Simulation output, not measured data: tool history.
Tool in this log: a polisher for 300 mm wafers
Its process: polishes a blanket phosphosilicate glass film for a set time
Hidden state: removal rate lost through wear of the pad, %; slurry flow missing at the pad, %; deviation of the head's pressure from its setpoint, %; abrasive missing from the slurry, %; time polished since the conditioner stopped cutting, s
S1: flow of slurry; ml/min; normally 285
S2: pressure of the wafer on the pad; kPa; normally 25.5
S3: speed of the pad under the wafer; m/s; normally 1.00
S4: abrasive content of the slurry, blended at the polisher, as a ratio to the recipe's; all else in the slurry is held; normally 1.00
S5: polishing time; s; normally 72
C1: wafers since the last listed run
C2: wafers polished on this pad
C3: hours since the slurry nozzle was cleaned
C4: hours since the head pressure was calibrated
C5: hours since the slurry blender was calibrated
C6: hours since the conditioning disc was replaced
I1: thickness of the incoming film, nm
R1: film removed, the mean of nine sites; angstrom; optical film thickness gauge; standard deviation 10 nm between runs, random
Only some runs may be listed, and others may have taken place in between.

run 1 day=0.000 | S1=285 S2=25.5 S3=1.00 S4=1.00 S5=72 | C1=0 C2=636 C3=292.7 C4=484.7 C5=139.3 C6=132.0 | I1=3029.4 | R1=7555
run 2 day=0.596 | S1=285 S2=25.5 S3=1.00 S4=1.00 S5=72 | C1=177 C2=814 C3=307.0 C4=499.0 C5=153.6 C6=146.3 | I1=3038.6 | R1=7499
-- day=0.812 slurry blender recalibrated
run 3 day=0.908 | S1=285 S2=25.5 S3=1.00 S4=1.00 S5=72 | C1=68 C2=882 C3=314.5 C4=506.5 C5=2.3 C6=153.8 | I1=2978.0 | R1=7284
-- day=1.425 worn pad replaced by a new one
run 4 day=1.529 | S1=285 S2=25.5 S3=1.00 S4=1.00 S5=72 | C1=135 C2=30 C3=329.4 C4=521.4 C5=17.2 C6=168.7 | I1=3079.0 | R1=6785
run 5 day=1.833 | S1=285 S2=25.5 S3=1.00 S4=1.00 S5=72 | C1=90 C2=121 C3=336.7 C4=528.7 C5=24.5 C6=176.0 | I1=3046.3 | R1=6966
run 6 day=2.542 | S1=285 S2=25.5 S3=1.00 S4=1.00 S5=72 | C1=211 C2=332 C3=353.7 C4=545.7 C5=41.5 C6=193.0 | I1=3036.3 | R1=6742
run 7 day=2.988 | S1=285 S2=25.5 S3=1.00 S4=1.00 S5=72 | C1=132 C2=465 C3=364.4 C4=556.4 C5=52.2 C6=203.7 | I1=3032.4 | R1=6732
-- day=3.675 worn pad replaced by a new one, repeated, since the last time left the tool worse
run 8 day=3.733 | S1=285 S2=25.5 S3=1.00 S4=1.00 S5=72 | C1=172 C2=17 C3=382.3 C4=574.3 C5=70.1 C6=221.6 | I1=2990.4 | R1=7923
run 9 day=4.075 | S1=285 S2=25.5 S3=1.00 S4=1.00 S5=72 | C1=101 C2=118 C3=390.5 C4=582.5 C5=78.3 C6=229.8 | I1=3048.7 | R1=7760
run 10 day=4.329 | S1=285 S2=25.5 S3=1.00 S4=1.00 S5=72 | C1=75 C2=194 C3=396.6 C4=588.6 C5=84.4 C6=235.9 | I1=3092.9 | R1=7843
run 11 day=4.692 | S1=285 S2=25.5 S3=1.00 S4=1.00 S5=72 | C1=108 C2=302 C3=405.3 C4=597.3 C5=93.1 C6=244.6 | I1=3025.0 | R1=7719
-- day=5.188 slurry nozzle cleaned
run 12 day=5.404 | S1=285 S2=25.5 S3=1.00 S4=1.00 S5=72 | C1=199 C2=502 C3=5.2 C4=614.4 C5=110.2 C6=261.7 | I1=3044.4 | R1=7661
run 13 day=6.017 | S1=285 S2=25.5 S3=1.00 S4=1.00 S5=72 | C1=182 C2=685 C3=19.9 C4=629.1 C5=124.9 C6=276.4 | I1=3093.4 | R1=7612
run 14 day=6.625 | S1=285 S2=25.5 S3=1.00 S4=1.00 S5=72 | C1=181 C2=866 C3=34.5 C4=643.7 C5=139.5 C6=291.0 | I1=3018.3 | R1=7492
-- day=6.788 slurry blender recalibrated
-- day=6.979 worn pad replaced by a new one
run 15 day=7.025 | S1=250 S2=17.9 S3=1.00 S4=1.00 S5=72 | C1=44 C2=13 C3=44.1 C4=653.3 C5=5.7 C6=300.6 | I1=3056.4 | R1=6457
run 16 day=7.454 | S1=235 S2=25.5 S3=0.72 S4=0.85 S5=72 | C1=127 C2=141 C3=54.4 C4=663.6 C5=16.0 C6=310.9 | I1=3062.5 | R1=5559
run 17 day=7.838 | S1=285 S2=25.5 S3=1.00 S4=1.00 S5=72 | C1=114 C2=255 C3=63.6 C4=672.8 C5=25.2 C6=320.1 | I1=3071.3 | R1=7842
run 18 day=8.133 | S1=340 S2=25.5 S3=0.66 S4=1.00 S5=72 | C1=88 C2=343 C3=70.7 C4=679.9 C5=32.3 C6=327.2 | I1=2991.8 | R1=5625
run 19 day=8.650 | S1=195 S2=25.5 S3=1.00 S4=1.00 S5=82 | C1=153 C2=497 C3=83.1 C4=692.3 C5=44.7 C6=339.6 | I1=3038.0 | R1=8432
-- day=9.267 conditioning disc replaced and pad reconditioned
-- day=9.804 worn pad replaced by a new one
-- day=10.154 head pressure recalibrated
run 20 day=10.642 | S1=285 S2=33.1 S3=1.00 S4=1.00 S5=59 | C1=494 C2=224 C3=130.9 C4=11.7 C5=92.5 C6=33.0 | I1=3065.0 | R1=7703
run 21 day=11.071 | S1=285 S2=25.5 S3=1.00 S4=0.70 S5=72 | C1=127 C2=352 C3=141.2 C4=22.0 C5=102.8 C6=43.3 | I1=3014.5 | R1=6513
run 22 day=11.733 | S1=285 S2=30.3 S3=1.00 S4=0.85 S5=94 | C1=197 C2=549 C3=157.1 C4=37.9 C5=118.7 C6=59.2 | I1=3050.3 | R1=10242
run 23 day=12.042 | S1=285 S2=22.1 S3=1.00 S4=0.75 S5=60 | C1=91 C2=641 C3=164.5 C4=45.3 C5=126.1 C6=66.6 | I1=3065.0 | R1=5026
run 24 day=12.696 | S1=285 S2=25.5 S3=0.76 S4=1.15 S5=72 | C1=194 C2=836 C3=180.2 C4=61.0 C5=141.8 C6=82.3 | I1=3036.1 | R1=6311
-- day=13.092 slurry blender recalibrated
-- day=13.371 worn pad replaced by a new one
run 25 day=13.392 | S1=285 S2=29.6 S3=1.00 S4=1.20 S5=59 | C1=132 C2=6 C3=196.9 C4=77.7 C5=7.2 C6=99.0 | I1=3033.5 | R1=7816
run 26 day=13.929 | S1=285 S2=25.5 S3=1.10 S4=1.00 S5=72 | C1=160 C2=166 C3=209.8 C4=90.6 C5=20.1 C6=111.9 | I1=3015.2 | R1=8512

Alternative continuations, all from the tool just after run 26; predict every row:
run A day=13.946 | S1=285 S2=20.7 S3=1.00 S4=1.00 S5=72 | C1=4 C2=171 C3=210.2 C4=91.0 C5=20.5 C6=112.3 | I1=3056.3 | R1=?
run B day=13.946 | S1=285 S2=25.5 S3=1.20 S4=1.00 S5=72 | C1=4 C2=171 C3=210.2 C4=91.0 C5=20.5 C6=112.3 | I1=3056.3 | R1=?
run C day=13.946 | S1=285 S2=23.4 S3=1.26 S4=1.00 S5=72 | C1=4 C2=171 C3=210.2 C4=91.0 C5=20.5 C6=112.3 | I1=3056.3 | R1=?

run=A R1=6976
run=B R1=9104
run=C R1=9006
The same runs, with their run-to-run variation unchanged, on a tool lacking any hidden condition would have given:
run=A R1=6994
run=B R1=9128
run=C R1=9029
